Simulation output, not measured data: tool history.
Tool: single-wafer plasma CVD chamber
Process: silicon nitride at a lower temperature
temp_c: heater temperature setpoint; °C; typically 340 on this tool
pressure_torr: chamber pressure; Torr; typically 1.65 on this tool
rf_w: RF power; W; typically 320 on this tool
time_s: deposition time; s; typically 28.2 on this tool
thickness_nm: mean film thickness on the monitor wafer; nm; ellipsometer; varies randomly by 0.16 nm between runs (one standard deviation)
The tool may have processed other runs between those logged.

run,day,temp_c,pressure_torr,rf_w,time_s,wafers since the last listed run,hours since the last thermocouple change,hours since the last RF generator calibration,hours since the last manometer calibration,hours since the showerhead was replaced,hours since the gauge calibration,"read-back reference wafer on the same gauge, thickness_nm",thickness_nm
1,0,340,1.65,320,28.2,0,1666.6,1517.6,2701.5,4970.9,148.6,35.092,36.217
2,1.079,340,1.65,320,28.2,475,1692.5,1543.5,2727.4,4996.8,174.5,35.119,35.959
3,1.688,340,1.65,320,28.2,268,1707.1,1558.1,2742,5011.4,189.1,35.074,36.112
4,2.421,340,1.65,320,28.2,323,1724.7,1575.7,2759.6,5029,206.7,35.128,35.745
5,3.892,340,1.65,320,28.2,648,1760,1611,2794.9,5064.3,242,35.077,35.985
6,5.262,340,1.65,320,28.2,604,1792.9,1643.9,2827.8,5097.2,274.9,35.087,36.052
7,6.212,340,1.65,320,28.2,418,1815.7,1666.7,2850.6,5120,297.7,35.125,36.149
8,7.262,340,1.65,320,28.2,463,1840.9,1691.9,2875.8,5145.2,322.9,35.128,35.774
9,8.104,340,1.65,320,28.2,371,1861.1,1712.1,2896,5165.4,343.1,35.115,35.697
10,9.1,340,1.65,320,28.2,439,1885,1736,2919.9,5189.3,367,35.044,35.665
# day 10.142: RF generator calibrated
# day 10.212: capacitance manometer re-zeroed and calibrated
11,10.233,340,1.65,320,28.2,320,1912.2,2.2,0.5,5216.5,394.2,35.044,37.419
# day 10.775: showerhead replaced, of another model than before
12,11.212,333,1.65,275,26.6,284,1935.7,25.7,24,10.5,417.7,35.071,30.309

For run 13, what comes out?
13,11.917,331,1.46,320,28.2,310,1952.6,42.6,40.9,27.4,434.6,?,?

{"run 13": {"read-back reference wafer on the same gauge, thickness_nm": 35.07, "thickness_nm": 36.303}}
If the tool had no hidden condition, the same run with the same run-to-run variation would have returned thickness_nm 36.409 nm.
